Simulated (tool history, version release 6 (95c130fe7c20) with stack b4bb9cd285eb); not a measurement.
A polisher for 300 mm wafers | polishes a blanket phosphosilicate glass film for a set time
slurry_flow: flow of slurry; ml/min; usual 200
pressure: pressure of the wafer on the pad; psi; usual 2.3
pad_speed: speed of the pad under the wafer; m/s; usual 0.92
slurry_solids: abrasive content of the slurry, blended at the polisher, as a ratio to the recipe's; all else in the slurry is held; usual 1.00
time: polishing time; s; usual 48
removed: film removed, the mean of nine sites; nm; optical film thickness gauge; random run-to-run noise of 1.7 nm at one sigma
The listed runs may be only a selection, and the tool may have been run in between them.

| run | hour | slurry_flow | pressure | pad_speed | slurry_solids | time | wafers since the last listed run | wafers polished on this pad | hours since the slurry nozzle was cleaned | hours since the head pressure was calibrated | hours since the slurry blender was calibrated | hours since the conditioning disc was replaced | incoming thickness of the incoming film, nm | removed |
|---|---|---|---|---|---|---|---|---|---|---|---|---|---|---|
| 1 | 0.0 | 200 | 2.3 | 0.92 | 1.00 | 48 | 0 | 236 | 181.8 | 266.3 | 34.4 | 330.3 | 3289.8 | 237.3 |
| 2 | 23.1 | 200 | 2.0 | 0.92 | 1.00 | 48 | 147 | 383 | 204.9 | 289.4 | 57.5 | 353.4 | 3316.6 | 209.9 |
|  | 30.2 | conditioning disc replaced and pad reconditioned |
| 3 | 36.1 | 200 | 2.0 | 0.92 | 1.00 | 48 | 70 | 454 | 217.9 | 302.4 | 70.5 | 5.9 | 3257.1 | 210.1 |
| 4 | 48.7 | 200 | 2.0 | 0.92 | 1.00 | 48 | 80 | 534 | 230.5 | 315.0 | 83.1 | 18.5 | 3311.8 | 204.9 |
| 5 | 70.3 | 200 | 1.9 | 0.92 | 1.00 | 48 | 138 | 672 | 252.1 | 336.6 | 104.7 | 40.1 | 3329.5 | 195.5 |
| 6 | 89.8 | 200 | 1.7 | 0.92 | 1.00 | 53 | 124 | 797 | 271.6 | 356.1 | 124.2 | 59.6 | 3326.6 | 191.9 |
|  | 111.4 | head pressure recalibrated |
|  | 117.6 | worn pad replaced by a new one |
| 7 | 125.0 | 200 | 2.3 | 0.92 | 1.00 | 48 | 186 | 47 | 306.8 | 13.6 | 159.4 | 94.8 | 3337.4 | 234.3 |
| 8 | 148.7 | 200 | 2.3 | 0.92 | 1.00 | 48 | 151 | 198 | 330.5 | 37.3 | 183.1 | 118.5 | 3300.6 | 231.8 |
| 9 | 160.7 | 200 | 2.3 | 0.92 | 1.00 | 48 | 76 | 275 | 342.5 | 49.3 | 195.1 | 130.5 | 3260.7 | 233.1 |
| 10 | 176.4 | 200 | 2.3 | 0.92 | 1.00 | 48 | 100 | 375 | 358.2 | 65.0 | 210.8 | 146.2 | 3292.5 | 231.8 |
| 11 | 200.6 | 240 | 2.3 | 0.92 | 1.00 | 48 | 154 | 530 | 382.4 | 89.2 | 235.0 | 170.4 | 3280.3 | 239.0 |
|  | 226.5 | slurry nozzle cleaned |
| 12 | 283.5 | 200 | 2.7 | 0.92 | 1.00 | 31 | 523 | 1053 | 57.0 | 172.1 | 317.9 | 253.3 | 3269.9 | 181.1 |
|  | 308.8 | worn pad replaced by a new one |
| 13 | 316.8 | 240 | 2.3 | 0.92 | 1.00 | 48 | 187 | 51 | 90.3 | 205.4 | 351.2 | 286.6 | 3317.2 | 245.2 |
| 14 | 350.0 | 200 | 2.3 | 0.92 | 1.00 | 48 | 212 | 263 | 123.5 | 238.6 | 384.4 | 319.8 | 3299.4 | 238.4 |
|  | 355.3 | conditioning disc replaced and pad reconditioned |
| 15 | 369.1 | 200 | 2.3 | 0.92 | 1.00 | 48 | 109 | 372 | 142.6 | 257.7 | 403.5 | 13.8 | 3285.3 | 239.1 |
|  | 404.0 | slurry blender recalibrated |
| 16 | 404.4 | 200 | 2.3 | 0.92 | 1.00 | 48 | 212 | 585 | 177.9 | 293.0 | 0.4 | 49.1 | 3283.4 | 239.0 |
| 17 | 420.0 | 200 | 2.9 | 0.74 | 1.00 | 42 | 99 | 685 | 193.5 | 308.6 | 16.0 | 64.7 | 3251.9 | 220.2 |
|  | 443.0 | head pressure recalibrated |
| 18 | 443.5 | 225 | 2.3 | 0.92 | 1.00 | 48 | 137 | 822 | 217.0 | 0.5 | 39.5 | 88.2 | 3301.8 | 240.2 |
| 19 | 476.5 | 155 | 2.3 | 1.04 | 1.00 | 32 | 210 | 1033 | 250.0 | 33.5 | 72.5 | 121.2 | 3291.8 | 167.1 |
|  | 481.0 | worn pad replaced by a new one |
| 20 | 492.4 | 175 | 2.3 | 0.92 | 0.85 | 48 | 76 | 73 | 265.9 | 49.4 | 88.4 | 137.1 | 3317.8 | 214.3 |
| 21 | 528.0 | 200 | 2.3 | 0.92 | 1.00 | 34 | 227 | 300 | 301.5 | 85.0 | 124.0 | 172.7 | 3261.3 | 165.1 |
| 22 | 554.6 | 235 | 2.7 | 1.20 | 1.25 | 48 | 170 | 470 | 328.1 | 111.6 | 150.6 | 199.3 | 3280.1 | 376.0 |

Results for each run, recomputed without the tool's hidden state and with each run's random variation untouched:
What the log doesn't record here: removal rate lost through wear of the pad, %; slurry flow missing at the pad, %; deviation of the head's pressure from its setpoint, %; abrasive missing from the slurry, %; time polished since the conditioner stopped cutting, s.
| run | removed |
|---|---|
| 1 | 240.3 |
| 2 | 213.2 |
| 3 | 213.7 |
| 4 | 208.7 |
| 5 | 199.7 |
| 6 | 196.6 |
| 7 | 241.6 |
| 8 | 240.2 |
| 9 | 242.3 |
| 10 | 241.9 |
| 11 | 249.5 |
| 12 | 182.1 |
| 13 | 246.6 |
| 14 | 240.5 |
| 15 | 241.4 |
| 16 | 242.0 |
| 17 | 223.3 |
| 18 | 243.9 |
| 19 | 171.4 |
| 20 | 219.9 |
| 21 | 170.1 |
| 22 | 387.9 |

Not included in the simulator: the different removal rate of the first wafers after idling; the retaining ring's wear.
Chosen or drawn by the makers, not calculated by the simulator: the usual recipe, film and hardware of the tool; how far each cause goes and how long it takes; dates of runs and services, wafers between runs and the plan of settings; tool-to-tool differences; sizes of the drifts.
